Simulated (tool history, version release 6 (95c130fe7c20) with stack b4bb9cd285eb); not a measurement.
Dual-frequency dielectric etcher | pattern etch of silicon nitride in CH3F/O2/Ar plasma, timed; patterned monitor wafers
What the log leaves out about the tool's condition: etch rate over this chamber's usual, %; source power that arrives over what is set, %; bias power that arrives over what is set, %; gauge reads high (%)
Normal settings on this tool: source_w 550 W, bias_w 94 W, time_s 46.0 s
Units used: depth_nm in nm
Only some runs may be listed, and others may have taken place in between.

run	hour	source_w	bias_w	time_s	wafers since the last listed run	hours since the last wet clean	hours since the last source power generator calibration	hours since the last bias power generator calibration	hours since the last upper electrode change	hours since the gauge calibration	read-back reference wafer on the same gauge, depth_nm	depth_nm
1	0.0	550	94	46.0	0	226.8	2882.6	4535.3	2684.6	305.4	43.04	39.11
2	19.1	550	94	46.0	237	245.9	2901.7	4554.4	2703.7	324.5	43.10	39.49
# hour 51.1: upper electrode replaced
3	66.5	550	94	46.0	290	293.3	2949.1	4601.8	15.4	371.9	43.16	39.06
4	85.6	550	94	46.0	237	312.4	2968.2	4620.9	34.5	391.0	43.27	39.17
# hour 92.2: source power generator calibrated
5	110.7	450	94	46.0	261	337.5	18.5	4646.0	59.6	416.1	43.25	36.68
6	134.6	450	94	46.0	296	361.4	42.4	4669.9	83.5	440.0	43.25	36.75
7	162.1	610	109	57.0	341	388.9	69.9	4697.4	111.0	467.5	43.25	53.74
8	196.4	650	94	46.0	425	423.2	104.2	4731.7	145.3	501.8	43.33	41.85
9	237.1	550	94	46.0	505	463.9	144.9	4772.4	186.0	542.5	43.24	39.42
# hour 268.0: wet clean of the chamber
10	268.5	550	94	46.0	91	0.5	176.3	4803.8	217.4	573.9	43.27	39.58
11	296.9	550	87	46.0	352	28.9	204.7	4832.2	245.8	602.3	43.31	38.19
12	320.7	440	113	54.0	295	52.7	228.5	4856.0	269.6	626.1	43.29	46.51
13	344.0	640	82	55.0	289	76.0	251.8	4879.3	292.9	649.4	43.35	47.11
14	400.1	500	94	33.5	696	132.1	307.9	4935.4	349.0	705.5	43.39	27.79
15	418.3	510	86	33.0	225	150.3	326.1	4953.6	367.2	723.7	43.41	26.73
# hour 515.6: gauge calibrated
# hour 520.7: bias power generator calibrated
16	521.2	480	86	37.5	1227	253.2	429.0	0.5	470.1	5.6	42.32	29.19
17	540.0	550	94	46.0	233	272.0	447.8	19.3	488.9	24.4	42.42	38.57
18	574.1	550	94	46.0	423	306.1	481.9	53.4	523.0	58.5	42.52	38.70
19	586.1	600	94	46.0	148	318.1	493.9	65.4	535.0	70.5	42.54	39.84
20	606.7	670	94	42.5	255	338.7	514.5	86.0	555.6	91.1	42.59	38.06
21	638.1	550	94	46.0	389	370.1	545.9	117.4	587.0	122.5	42.68	39.16
22	655.7	550	111	46.0	218	387.7	563.5	135.0	604.6	140.1	42.78	41.56
23	688.9	500	88	51.5	411	420.9	596.7	168.2	637.8	173.3	42.80	41.07
24	707.1	480	74	59.5	225	439.1	614.9	186.4	656.0	191.5	42.71	43.66
# hour 740.1: wet clean of the chamber
25	740.6	550	94	46.0	117	0.5	648.4	219.9	689.5	225.0	42.86	38.83
26	753.6	470	118	56.0	161	13.5	661.4	232.9	702.5	238.0	42.85	49.68
27	783.7	600	73	50.5	373	43.6	691.5	263.0	732.6	268.1	42.88	40.24
28	805.3	510	76	46.0	268	65.2	713.1	284.6	754.2	289.7	42.97	35.09
29	840.4	670	73	57.0	435	100.3	748.2	319.7	789.3	324.8	42.98	46.79

Pick out some run-to-run changes in depth_nm. Of each, how much would a tool without hidden state show as well, from the settings, what came in and chance, and how much is left for the hidden state and any gauge scatter not in both results compared?
Run 6 -> 7: source_w 450 -> 610, bias_w 94 -> 109, time_s 46.0 -> 57.0. depth_nm +16.99 nm: hidden state +0.38, all else +16.61.
Run 13 -> 14: source_w 640 -> 500, bias_w 82 -> 94, time_s 55.0 -> 33.5. depth_nm -19.32 nm: hidden state -0.45, all else -18.87.
Run 15 -> 16: source_w 510 -> 480, time_s 33.0 -> 37.5, gauge calibrated, bias power generator calibrated. depth_nm +2.46 nm: hidden state -0.64, all else +3.10.
